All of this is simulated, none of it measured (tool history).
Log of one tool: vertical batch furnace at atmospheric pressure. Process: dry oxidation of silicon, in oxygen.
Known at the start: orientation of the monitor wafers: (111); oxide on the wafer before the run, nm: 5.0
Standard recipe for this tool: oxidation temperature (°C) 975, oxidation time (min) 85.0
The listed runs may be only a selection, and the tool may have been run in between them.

run	hour	oxidation temperature (°C)	oxidation time (min)	read-back reference wafer on the same gauge, thickness	oxide thickness on the monitor wafer (nm)
1	0.0	975	85.0	78.21	70.18
2	16.9	975	85.0	78.23	70.36
3	41.6	975	85.0	78.22	70.35
# hour 62.5: gauge calibrated
4	75.4	975	85.0	78.18	70.17
5	87.8	975	85.0	78.20	70.31
6	110.1	975	85.0	78.22	70.17
7	135.4	975	85.0	78.13	70.27
8	148.2	989	85.0	78.20	77.62
9	178.3	989	85.0	78.24	77.37
10	212.6	989	85.0	78.24	77.36
11	228.9	975	85.0	78.22	70.10
# hour 308.7: thermocouples replaced and temperature profile calibrated
12	331.8	975	85.0	78.24	68.12
13	359.6	975	57.0	78.17	52.38
14	375.5	975	85.0	78.20	68.21
15	415.8	975	61.0	78.25	54.84
16	432.8	975	67.0	78.22	58.19
17	446.0	963	109.0	78.20	73.50
# hour 448.2: gauge calibrated
18	464.1	996	68.5	78.22	68.96
19	492.3	975	85.0	78.23	68.24
# hour 534.3: boat lift adjusted
20	534.8	959	85.0	78.19	60.72
21	543.2	953	125.5	78.20	74.84
22	577.9	975	85.0	78.25	68.49
23	611.9	950	50.5	78.17	39.98
24	631.3	997	74.0	78.15	73.33
25	663.4	975	65.0	78.20	57.51
26	698.4	966	99.5	78.19	71.26

Branching from run 26: 3 alternative next runs. What would each branch give?
A	704.4	975	85.0	?	?
B	704.4	989	57.5	?	?
C	704.4	991	85.0	?	?

run	read-back reference wafer on the same gauge, thickness	oxide thickness on the monitor wafer (nm)
A	78.20	68.54
B	78.20	58.70
C	78.20	76.82
Without the tool's unlogged condition, the same runs would have read:
run	oxide thickness on the monitor wafer (nm)
A	67.60
B	57.93
C	75.83
